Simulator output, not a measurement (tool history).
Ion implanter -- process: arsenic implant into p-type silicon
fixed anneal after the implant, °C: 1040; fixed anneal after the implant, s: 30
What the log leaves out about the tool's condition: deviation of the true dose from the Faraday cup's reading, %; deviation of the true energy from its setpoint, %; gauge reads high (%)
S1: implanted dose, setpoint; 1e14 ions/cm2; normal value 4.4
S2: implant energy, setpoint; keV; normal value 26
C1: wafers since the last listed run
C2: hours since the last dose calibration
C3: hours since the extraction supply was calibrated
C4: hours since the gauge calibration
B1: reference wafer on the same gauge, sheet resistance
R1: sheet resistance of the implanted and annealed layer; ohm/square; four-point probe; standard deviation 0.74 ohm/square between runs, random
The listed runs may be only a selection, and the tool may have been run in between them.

| run | hour | S1 | S2 | C1 | C2 | C3 | C4 | B1 | R1 |
|---|---|---|---|---|---|---|---|---|---|
| 1 | 0 | 4.97 | 26 | 0 | 321.5 | 4573.8 | 99.2 | 169.46 | 183.5 |
| 2 | 78.1 | 4.97 | 26 | 1476 | 399.6 | 4651.9 | 177.3 | 169.49 | 183.5 |
|  | 155.6 | Faraday cup replaced and dose calibrated |
| 3 | 163 | 4.4 | 26 | 1453 | 7.4 | 4736.8 | 262.2 | 169.53 | 201.45 |
| 4 | 236.8 | 4.4 | 26 | 1395 | 81.2 | 4810.6 | 336 | 169.56 | 201.4 |
| 5 | 341.9 | 4.4 | 26 | 1986 | 186.3 | 4915.7 | 441.1 | 170.01 | 201.98 |
| 6 | 434.8 | 4.4 | 26 | 1756 | 279.2 | 5008.6 | 534 | 170.26 | 202.54 |
| 7 | 487.4 | 4.4 | 26 | 994 | 331.8 | 5061.2 | 586.6 | 170.61 | 203.04 |
|  | 525.2 | extraction supply calibrated |
| 8 | 556.1 | 4.4 | 26 | 1147 | 400.5 | 30.9 | 655.3 | 170.68 | 204.57 |
| 9 | 594.9 | 4.4 | 26 | 733 | 439.3 | 69.7 | 694.1 | 171.05 | 203.3 |
|  | 621.3 | Faraday cup replaced and dose calibrated |
| 10 | 659.2 | 4.4 | 26 | 1064 | 37.9 | 134 | 758.4 | 171.17 | 203.9 |
| 11 | 717.3 | 4.4 | 26 | 1098 | 96 | 192.1 | 816.5 | 171.52 | 203.28 |
|  | 750.5 | gauge calibrated |
| 12 | 814.8 | 4.4 | 26 | 1843 | 193.5 | 289.6 | 64.3 | 169.28 | 201.99 |
| 13 | 854.1 | 4.8 | 18 | 742 | 232.8 | 328.9 | 103.6 | 168.91 | 193.62 |
| 14 | 943.7 | 5.06 | 17.5 | 1693 | 322.4 | 418.5 | 193.2 | 169.37 | 188.2 |
| 15 | 980.1 | 4.4 | 26 | 688 | 358.8 | 454.9 | 229.6 | 169.48 | 201.08 |
| 16 | 1023.3 | 4.4 | 26 | 816 | 402 | 498.1 | 272.8 | 169.37 | 201.08 |
| 17 | 1063.7 | 5.46 | 22 | 763 | 442.4 | 538.5 | 313.2 | 169.49 | 174.21 |
| 18 | 1121.7 | 3.37 | 22 | 1096 | 500.4 | 596.5 | 371.2 | 169.46 | 252.63 |
| 19 | 1158.7 | 4.4 | 26 | 699 | 537.4 | 633.5 | 408.2 | 169.65 | 200.65 |
|  | 1196.5 | Faraday cup replaced and dose calibrated |
| 20 | 1216.4 | 5.68 | 32.5 | 939 | 19.9 | 691.2 | 465.9 | 169.84 | 161.16 |
| 21 | 1265.5 | 5.08 | 35 | 928 | 69 | 740.3 | 515 | 170.05 | 173.98 |
| 22 | 1372.9 | 4.4 | 26 | 2030 | 176.4 | 847.7 | 622.4 | 170.48 | 203.06 |
| 23 | 1511.3 | 4 | 34 | 2616 | 314.8 | 986.1 | 760.8 | 170.95 | 213 |
| 24 | 1551.8 | 5.12 | 21.5 | 765 | 355.3 | 1026.6 | 801.3 | 171.35 | 185.64 |
| 25 | 1648.6 | 5.67 | 30 | 1830 | 452.1 | 1123.4 | 898.1 | 171.93 | 164.93 |

Branching from run 25: 5 alternative next runs. What would each branch give?
| A | 1649 | 3.54 | 26 | 7 | 452.5 | 1123.8 | 898.5 | ? | ? |
| B | 1649 | 4.4 | 33 | 7 | 452.5 | 1123.8 | 898.5 | ? | ? |
| C | 1649 | 3.58 | 33 | 7 | 452.5 | 1123.8 | 898.5 | ? | ? |
| D | 1649 | 5.12 | 20.5 | 7 | 452.5 | 1123.8 | 898.5 | ? | ? |
| E | 1649 | 3.53 | 26 | 7 | 452.5 | 1123.8 | 898.5 | ? | ? |

| run | B1 | R1 |
|---|---|---|
| A | 171.76 | 242.3 |
| B | 171.76 | 198.81 |
| C | 171.76 | 233.2 |
| D | 171.76 | 186.76 |
| E | 171.76 | 242.83 |
Without the tool's unlogged condition, the same runs would have read:
| run | R1 |
|---|---|
| A | 238.27 |
| B | 195.51 |
| C | 229.33 |
| D | 183.66 |
| E | 238.79 |
